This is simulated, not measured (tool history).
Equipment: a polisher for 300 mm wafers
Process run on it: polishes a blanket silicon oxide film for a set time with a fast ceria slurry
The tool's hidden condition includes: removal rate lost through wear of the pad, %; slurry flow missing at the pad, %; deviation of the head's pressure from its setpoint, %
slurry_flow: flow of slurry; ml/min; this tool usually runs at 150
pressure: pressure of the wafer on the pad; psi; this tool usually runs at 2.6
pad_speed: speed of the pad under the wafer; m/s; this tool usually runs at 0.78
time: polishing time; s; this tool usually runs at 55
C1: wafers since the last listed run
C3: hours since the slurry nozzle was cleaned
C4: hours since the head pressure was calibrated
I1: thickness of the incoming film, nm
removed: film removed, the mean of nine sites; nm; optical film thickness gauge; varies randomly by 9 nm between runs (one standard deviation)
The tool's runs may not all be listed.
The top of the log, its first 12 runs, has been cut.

{"run": 13, "day": 8.225, "slurry_flow": 115, "pressure": 2.6, "pad_speed": 0.78, "time": 67, "C1": 384, "wafers polished on this pad": 1060, "C3": 379.7, "C4": 819.3, "I1": 2914.0, "removed": 656.0}
{"run": 14, "day": 8.958, "slurry_flow": 115, "pressure": 2.6, "pad_speed": 0.78, "time": 67, "C1": 255, "wafers polished on this pad": 1316, "C3": 397.3, "C4": 836.9, "I1": 2905.9, "removed": 657.4}
{"day": 9.275, "done": "worn pad replaced by a new one"}
{"run": 15, "day": 9.296, "slurry_flow": 115, "pressure": 2.6, "pad_speed": 0.78, "time": 67, "C1": 59, "wafers polished on this pad": 7, "C3": 405.4, "C4": 845.0, "I1": 2933.2, "removed": 642.5}
{"day": 9.421, "done": "slurry nozzle cleaned"}
{"run": 16, "day": 9.917, "slurry_flow": 150, "pressure": 2.6, "pad_speed": 0.78, "time": 40, "C1": 201, "wafers polished on this pad": 208, "C3": 11.9, "C4": 859.9, "I1": 2962.3, "removed": 409.2}
{"run": 17, "day": 10.871, "slurry_flow": 150, "pressure": 2.6, "pad_speed": 0.78, "time": 40, "C1": 332, "wafers polished on this pad": 541, "C3": 34.8, "C4": 882.8, "I1": 2951.9, "removed": 408.0}
{"run": 18, "day": 11.408, "slurry_flow": 120, "pressure": 2.4, "pad_speed": 0.54, "time": 55, "C1": 187, "wafers polished on this pad": 728, "C3": 47.7, "C4": 895.7, "I1": 2879.0, "removed": 379.6}
{"run": 19, "day": 12.038, "slurry_flow": 150, "pressure": 2.6, "pad_speed": 0.78, "time": 55, "C1": 219, "wafers polished on this pad": 947, "C3": 62.8, "C4": 910.8, "I1": 2962.8, "removed": 563.3}
{"run": 20, "day": 12.575, "slurry_flow": 150, "pressure": 3.4, "pad_speed": 0.78, "time": 55, "C1": 187, "wafers polished on this pad": 1134, "C3": 75.7, "C4": 923.7, "I1": 2982.3, "removed": 737.4}
{"run": 21, "day": 12.917, "slurry_flow": 195, "pressure": 2.2, "pad_speed": 0.54, "time": 55, "C1": 118, "wafers polished on this pad": 1253, "C3": 83.9, "C4": 931.9, "I1": 2924.7, "removed": 389.5}
{"run": 22, "day": 13.567, "slurry_flow": 105, "pressure": 2.6, "pad_speed": 0.78, "time": 62, "C1": 226, "wafers polished on this pad": 1479, "C3": 99.5, "C4": 947.5, "I1": 2961.4, "removed": 584.7}
{"day": 14.125, "done": "worn pad replaced by a new one"}
{"run": 23, "day": 14.179, "slurry_flow": 120, "pressure": 2.6, "pad_speed": 0.78, "time": 55, "C1": 155, "wafers polished on this pad": 19, "C3": 114.2, "C4": 962.2, "I1": 2961.5, "removed": 531.4}
{"run": 24, "day": 14.433, "slurry_flow": 150, "pressure": 2.6, "pad_speed": 0.78, "time": 55, "C1": 88, "wafers polished on this pad": 107, "C3": 120.3, "C4": 968.3, "I1": 2916.2, "removed": 550.4}
{"run": 25, "day": 14.829, "slurry_flow": 150, "pressure": 2.6, "pad_speed": 0.78, "time": 55, "C1": 137, "wafers polished on this pad": 245, "C3": 129.8, "C4": 977.8, "I1": 2935.3, "removed": 568.9}
{"run": 26, "day": 15.317, "slurry_flow": 150, "pressure": 2.6, "pad_speed": 0.78, "time": 55, "C1": 169, "wafers polished on this pad": 415, "C3": 141.5, "C4": 989.5, "I1": 2961.8, "removed": 564.8}
{"day": 15.567, "done": "head pressure recalibrated"}
{"run": 27, "day": 15.65, "slurry_flow": 120, "pressure": 2.4, "pad_speed": 0.54, "time": 55, "C1": 87, "wafers polished on this pad": 502, "C3": 149.5, "C4": 2.0, "I1": 2875.6, "removed": 458.8}
{"run": 28, "day": 16.296, "slurry_flow": 150, "pressure": 2.6, "pad_speed": 0.56, "time": 55, "C1": 224, "wafers polished on this pad": 727, "C3": 165.0, "C4": 17.5, "I1": 2903.7, "removed": 526.0}
{"run": 29, "day": 16.554, "slurry_flow": 195, "pressure": 1.7, "pad_speed": 0.56, "time": 39, "C1": 89, "wafers polished on this pad": 817, "C3": 171.2, "C4": 23.7, "I1": 2898.8, "removed": 255.2}
{"run": 30, "day": 17.188, "slurry_flow": 150, "pressure": 2.6, "pad_speed": 0.64, "time": 55, "C1": 220, "wafers polished on this pad": 1038, "C3": 186.4, "C4": 38.9, "I1": 2936.4, "removed": 566.0}
{"run": 31, "day": 17.621, "slurry_flow": 130, "pressure": 2.6, "pad_speed": 0.78, "time": 68, "C1": 150, "wafers polished on this pad": 1189, "C3": 196.8, "C4": 49.3, "I1": 2914.3, "removed": 777.9}
{"run": 32, "day": 18.079, "slurry_flow": 105, "pressure": 2.6, "pad_speed": 0.86, "time": 55, "C1": 159, "wafers polished on this pad": 1348, "C3": 207.8, "C4": 60.3, "I1": 2888.8, "removed": 643.8}
{"day": 18.638, "done": "worn pad replaced by a new one"}
{"run": 33, "day": 18.804, "slurry_flow": 135, "pressure": 2.6, "pad_speed": 0.78, "time": 55, "C1": 194, "wafers polished on this pad": 57, "C3": 225.2, "C4": 77.7, "I1": 2965.5, "removed": 631.1}
{"run": 34, "day": 19.462, "slurry_flow": 150, "pressure": 2.6, "pad_speed": 0.78, "time": 55, "C1": 229, "wafers polished on this pad": 287, "C3": 241.0, "C4": 93.5, "I1": 2960.3, "removed": 642.2}
{"run": 35, "day": 19.979, "slurry_flow": 150, "pressure": 2.6, "pad_speed": 0.68, "time": 55, "C1": 179, "wafers polished on this pad": 467, "C3": 253.4, "C4": 105.9, "I1": 2938.2, "removed": 591.0}
{"run": 36, "day": 20.7, "slurry_flow": 150, "pressure": 2.6, "pad_speed": 0.78, "time": 49, "C1": 251, "wafers polished on this pad": 718, "C3": 270.7, "C4": 123.2, "I1": 2936.7, "removed": 556.6}

Branching from run 36: 5 alternative next runs. What would each branch give?
{"run": "A", "day": 20.717, "slurry_flow": 150, "pressure": 2.6, "pad_speed": 0.78, "time": 55, "C1": 5, "wafers polished on this pad": 724, "C3": 271.1, "C4": 123.6, "I1": 2947.4, "removed": "?"}
{"run": "B", "day": 20.717, "slurry_flow": 130, "pressure": 2.6, "pad_speed": 0.78, "time": 55, "C1": 5, "wafers polished on this pad": 724, "C3": 271.1, "C4": 123.6, "I1": 2947.4, "removed": "?"}
{"run": "C", "day": 20.717, "slurry_flow": 150, "pressure": 2.6, "pad_speed": 0.98, "time": 55, "C1": 5, "wafers polished on this pad": 724, "C3": 271.1, "C4": 123.6, "I1": 2947.4, "removed": "?"}
{"run": "D", "day": 20.717, "slurry_flow": 100, "pressure": 2.6, "pad_speed": 0.78, "time": 48, "C1": 5, "wafers polished on this pad": 724, "C3": 271.1, "C4": 123.6, "I1": 2947.4, "removed": "?"}
{"run": "E", "day": 20.717, "slurry_flow": 150, "pressure": 2.6, "pad_speed": 0.88, "time": 55, "C1": 5, "wafers polished on this pad": 724, "C3": 271.1, "C4": 123.6, "I1": 2947.4, "removed": "?"}

run=A removed=629.0
run=B removed=610.6
run=C removed=743.2
run=D removed=497.4
run=E removed=686.1
Without the tool's unlogged condition, the same runs would have read:
run=A removed=647.7
run=B removed=628.7
run=C removed=765.3
run=D removed=512.2
run=E removed=706.5
